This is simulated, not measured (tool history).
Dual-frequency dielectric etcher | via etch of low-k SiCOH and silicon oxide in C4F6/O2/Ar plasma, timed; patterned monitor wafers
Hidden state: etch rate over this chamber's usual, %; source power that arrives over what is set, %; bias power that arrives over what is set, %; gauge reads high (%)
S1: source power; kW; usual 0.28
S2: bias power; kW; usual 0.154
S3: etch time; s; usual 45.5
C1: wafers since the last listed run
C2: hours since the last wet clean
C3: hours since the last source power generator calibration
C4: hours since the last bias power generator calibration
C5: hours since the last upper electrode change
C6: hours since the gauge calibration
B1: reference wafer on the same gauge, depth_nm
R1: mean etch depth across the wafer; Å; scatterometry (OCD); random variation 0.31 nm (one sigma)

run    hour    S1     S2    S3   C1     C2      C3      C4      C5      C6    B1    R1
  1       0  0.28  0.154  45.5    0   19.4     828  2378.8  4353.9   638.1    93  1022
  2    34.9  0.28  0.154  45.5  424   54.3   862.9  2413.7  4388.8     673  92.9  1028
  3   104.2  0.28  0.154  45.5  843  123.6   932.2    2483  4458.1   742.3    93  1021
  4   134.1  0.28  0.154  45.5  363  153.5   962.1  2512.9    4488   772.2    93  1026
  5   184.7  0.28  0.154  45.5  615  204.1  1012.7  2563.5  4538.6   822.8    93  1020
  6   248.3  0.28  0.154  45.5  773  267.7  1076.3  2627.1  4602.2   886.4    93  1028
  7     291  0.28  0.154  45.5  519  310.4    1119  2669.8  4644.9   929.1    93  1025
  8     360  0.28  0.154  45.5  839  379.4    1188  2738.8  4713.9   998.1    93  1027
  9   397.4   0.3  0.154  45.5  455  416.8  1225.4  2776.2  4751.3  1035.5    93  1051
 10   432.7  0.28  0.154  45.5  429  452.1  1260.7  2811.5  4786.6  1070.8    93  1023
      445.9  -- bias power generator calibrated
      469.7  -- upper electrode replaced
 11   484.4  0.28  0.154  45.5  290  503.8  1312.4    38.5    14.7  1122.5    93  1031
      522.5  -- wet clean of the chamber
 12     523  0.28  0.154  45.5  177    0.5    1351    77.1    53.3  1161.1    93  1027
 13   563.9  0.28  0.154  45.5  497   41.4  1391.9     118    94.2    1202  92.9  1029
        573  -- gauge calibrated
 14   616.2  0.32  0.154  49.5  636   93.7  1444.2   170.3   146.5    43.2    93  1174
 15   640.4  0.31  0.154    51  294  117.9  1468.4   194.5   170.7    67.4    93  1192
 16     681  0.23  0.154  33.5  494  158.5    1509   235.1   211.3     108    93   712
 17     720  0.28  0.154  45.5  474  197.5    1548   274.1   250.3     147    93  1031
 18   781.5  0.22  0.166  54.5  748    259  1609.5   335.6   311.8   208.5    93  1180
 19   838.6  0.25  0.139    51  694  316.1  1666.6   392.7   368.9   265.6  92.9  1075
      874.2  -- source power generator calibrated
 20   879.9  0.28  0.154  45.5  453  357.4     5.7     434   410.2   306.9    93  1023
 21   945.3  0.23  0.154  45.5  795  422.8    71.1   499.4   475.6   372.3    93   960
      985.9  -- wet clean of the chamber
 22  1010.7  0.28  0.154  39.5  503   24.8   136.5   564.8     541   437.7    93   888
 23  1055.4  0.28  0.154  49.5  543   69.5   181.2   609.5   585.7   482.4  92.9  1114

Run 24 comes next. What will it give?
 24  1118.9  0.25  0.118  45.5  772  133  244.7  673  649.2  545.9   ?   ?

{"run 24": {"B1": 93, "R1": 899}}
Without the tool's hidden state the same run would have given R1 894 Å.
